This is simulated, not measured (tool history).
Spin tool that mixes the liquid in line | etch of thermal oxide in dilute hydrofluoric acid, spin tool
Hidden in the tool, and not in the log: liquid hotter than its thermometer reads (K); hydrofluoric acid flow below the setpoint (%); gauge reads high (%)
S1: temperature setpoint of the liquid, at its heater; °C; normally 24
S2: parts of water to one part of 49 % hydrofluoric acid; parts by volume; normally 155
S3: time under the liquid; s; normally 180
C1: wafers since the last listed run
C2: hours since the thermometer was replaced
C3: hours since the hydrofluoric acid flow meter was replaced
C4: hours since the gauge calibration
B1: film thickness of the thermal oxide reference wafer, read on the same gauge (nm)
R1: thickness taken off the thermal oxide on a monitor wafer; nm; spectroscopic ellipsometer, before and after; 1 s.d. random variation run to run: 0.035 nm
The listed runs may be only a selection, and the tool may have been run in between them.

run,hour,S1,S2,S3,C1,C2,C3,C4,B1,R1
1,0,24,155,180,0,80.6,1763.2,251.6,39.962,4.483
2,21.3,24,155,180,198,101.9,1784.5,272.9,39.996,4.537
3,49.3,24,155,180,260,129.9,1812.5,300.9,39.993,4.663
4,61.7,24,155,180,115,142.3,1824.9,313.3,39.977,4.667
5,79.4,24,155,180,164,160,1842.6,331,40.008,4.663
6,109.8,24,155,180,283,190.4,1873,361.4,39.979,4.675
7,134.7,24,155,180,232,215.3,1897.9,386.3,39.994,4.721
8,156.9,24,210,180,206,237.5,1920.1,408.5,39.995,3.257
9,180.5,21,155,205,219,261.1,1943.7,432.1,40.003,4.787
10,229.7,21,155,205,458,310.3,1992.9,481.3,40.016,4.851
11,242.2,21,155,205,116,322.8,2005.4,493.8,39.99,4.792
# hour 319.6: hydrofluoric acid flow meter replaced
12,323.6,24,155,140,749,404.2,4,575.2,39.965,3.728
13,352.5,24,155,140,269,433.1,32.9,604.1,39.996,3.756
# hour 364.1: thermometer replaced
14,365.9,24,155,180,115,1.8,46.3,617.5,39.983,4.477
15,392.5,21.5,205,90,247,28.4,72.9,644.1,39.976,1.431
16,417.9,24,125,270,236,53.8,98.3,669.5,39.979,8.768
17,452.6,25.5,155,90,323,88.5,133,704.2,39.97,2.417
# hour 464.9: gauge calibrated
18,474,24,205,180,199,109.9,154.4,9.1,39.978,3.267
19,500.9,29,155,85,250,136.8,181.3,36,39.952,2.603
20,534.1,22,155,120,309,170,214.5,69.2,40.025,2.841
21,561.8,24,155,180,258,197.7,242.2,96.9,40.031,4.664
22,595,28,235,290,309,230.9,275.4,130.1,40.009,5.23
23,618.4,21.5,100,270,218,254.3,298.8,153.5,40.009,10.415
24,647,24,155,225,266,282.9,327.4,182.1,40.023,5.916
25,665,29,75,275,167,300.9,345.4,200.1,39.966,19.854
26,677.4,24,125,180,115,313.3,357.8,212.5,39.993,6.134
27,711.1,26,95,180,314,347,391.5,246.2,39.994,8.905
28,740.7,24,155,180,275,376.6,421.1,275.8,39.962,4.823

4 options for the next run, each taken on its own from the tool as it stands now. Forecast them:
A,741.2,24,155,265,4,377.1,421.6,276.3,?,?
B,741.2,28,185,250,4,377.1,421.6,276.3,?,?
C,741.2,22.5,180,120,4,377.1,421.6,276.3,?,?
D,741.2,24,155,255,4,377.1,421.6,276.3,?,?

run,B1,R1
A,39.996,6.899
B,39.996,6.075
C,39.996,2.472
D,39.996,6.639
With the hidden condition removed and each run's random variation left untouched, the same runs would have given:
run,R1
A,6.398
B,5.66
C,2.293
D,6.157

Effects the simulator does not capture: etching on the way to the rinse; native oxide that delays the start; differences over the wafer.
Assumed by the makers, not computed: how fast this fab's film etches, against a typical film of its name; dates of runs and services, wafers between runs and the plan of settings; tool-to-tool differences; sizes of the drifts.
